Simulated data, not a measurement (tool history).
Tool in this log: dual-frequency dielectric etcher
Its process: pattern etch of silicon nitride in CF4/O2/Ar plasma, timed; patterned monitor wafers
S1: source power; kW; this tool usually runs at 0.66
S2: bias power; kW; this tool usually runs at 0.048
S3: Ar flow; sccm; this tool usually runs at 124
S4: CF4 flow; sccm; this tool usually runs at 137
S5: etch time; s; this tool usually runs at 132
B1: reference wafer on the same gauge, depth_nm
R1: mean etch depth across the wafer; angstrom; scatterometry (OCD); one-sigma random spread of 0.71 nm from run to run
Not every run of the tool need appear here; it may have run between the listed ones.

{"run": 1, "hour": 0.0, "S1": 0.66, "S2": 0.04, "S3": 124, "S4": 137, "S5": 132, "B1": 325, "R1": 2939}
{"hour": 5.5, "done": "gauge calibrated"}
{"hour": 8.8, "done": "source power generator calibrated"}
{"run": 2, "hour": 12.2, "S1": 0.66, "S2": 0.048, "S3": 124, "S4": 137, "S5": 98, "B1": 324.9, "R1": 2378}
{"hour": 18.7, "done": "bias power generator calibrated"}
{"run": 3, "hour": 27.3, "S1": 0.66, "S2": 0.048, "S3": 124, "S4": 137, "S5": 167.5, "B1": 325.1, "R1": 4077}
{"run": 4, "hour": 40.0, "S1": 0.66, "S2": 0.048, "S3": 124, "S4": 137, "S5": 132, "B1": 325, "R1": 3208}
{"hour": 47.1, "done": "CF4 flow controller replaced"}
{"run": 5, "hour": 47.6, "S1": 0.66, "S2": 0.048, "S3": 124, "S4": 137, "S5": 132, "B1": 325, "R1": 3196}
{"run": 6, "hour": 63.4, "S1": 0.59, "S2": 0.048, "S3": 124, "S4": 137, "S5": 132, "B1": 325, "R1": 2828}
{"run": 7, "hour": 73.1, "S1": 0.66, "S2": 0.038, "S3": 124, "S4": 137, "S5": 132, "B1": 325.2, "R1": 2855}
{"run": 8, "hour": 90.4, "S1": 0.8, "S2": 0.048, "S3": 134, "S4": 137, "S5": 114.5, "B1": 324.8, "R1": 3338}
{"hour": 104.2, "done": "Ar flow controller replaced"}
{"run": 9, "hour": 105.6, "S1": 0.66, "S2": 0.044, "S3": 124, "S4": 119, "S5": 162, "B1": 325, "R1": 3646}
{"hour": 135.7, "done": "wet clean of the chamber"}
{"run": 10, "hour": 136.2, "S1": 0.66, "S2": 0.048, "S3": 137, "S4": 137, "S5": 132, "B1": 324.9, "R1": 3194}
{"run": 11, "hour": 136.6, "S1": 0.73, "S2": 0.051, "S3": 124, "S4": 137, "S5": 132, "B1": 325.1, "R1": 3690}
{"run": 12, "hour": 147.9, "S1": 0.66, "S2": 0.04, "S3": 124, "S4": 137, "S5": 132, "B1": 324.9, "R1": 2968}
{"run": 13, "hour": 162.5, "S1": 0.66, "S2": 0.038, "S3": 124, "S4": 137, "S5": 132, "B1": 325, "R1": 2911}
{"run": 14, "hour": 171.5, "S1": 0.66, "S2": 0.044, "S3": 152, "S4": 121, "S5": 115.5, "B1": 325.1, "R1": 2554}
{"run": 15, "hour": 187.3, "S1": 0.81, "S2": 0.052, "S3": 124, "S4": 137, "S5": 132, "B1": 325, "R1": 4166}
{"run": 16, "hour": 194.8, "S1": 0.51, "S2": 0.045, "S3": 124, "S4": 137, "S5": 132, "B1": 325, "R1": 2372}
{"run": 17, "hour": 205.7, "S1": 0.66, "S2": 0.053, "S3": 115, "S4": 137, "S5": 132, "B1": 324.9, "R1": 3428}
{"run": 18, "hour": 216.3, "S1": 0.54, "S2": 0.048, "S3": 96, "S4": 158, "S5": 102.5, "B1": 325.2, "R1": 2142}
{"run": 19, "hour": 230.2, "S1": 0.66, "S2": 0.058, "S3": 133, "S4": 156, "S5": 167, "B1": 325, "R1": 4538}
{"run": 20, "hour": 246.1, "S1": 0.66, "S2": 0.057, "S3": 147, "S4": 137, "S5": 132, "B1": 324.8, "R1": 3398}

Here are 5 independent what-if runs from the current tool condition. What would each one return?
{"run": "A", "hour": 246.6, "S1": 0.66, "S2": 0.048, "S3": 124, "S4": 137, "S5": 132, "B1": "?", "R1": "?"}
{"run": "B", "hour": 246.6, "S1": 0.66, "S2": 0.048, "S3": 107, "S4": 125, "S5": 132, "B1": "?", "R1": "?"}
{"run": "C", "hour": 246.6, "S1": 0.66, "S2": 0.048, "S3": 114, "S4": 137, "S5": 132, "B1": "?", "R1": "?"}
{"run": "D", "hour": 246.6, "S1": 0.66, "S2": 0.054, "S3": 143, "S4": 137, "S5": 132, "B1": "?", "R1": "?"}
{"run": "E", "hour": 246.6, "S1": 0.79, "S2": 0.053, "S3": 124, "S4": 119, "S5": 132, "B1": "?", "R1": "?"}

run=A B1=325.1 R1=3231
run=B B1=325.1 R1=3248
run=C B1=325.1 R1=3274
run=D B1=325.1 R1=3341
run=E B1=325.1 R1=3959
Stripped of hidden state, with their random variation kept, the same runs would have yielded:
run=A R1=3236
run=B R1=3254
run=C R1=3280
run=D R1=3347
run=E R1=3966
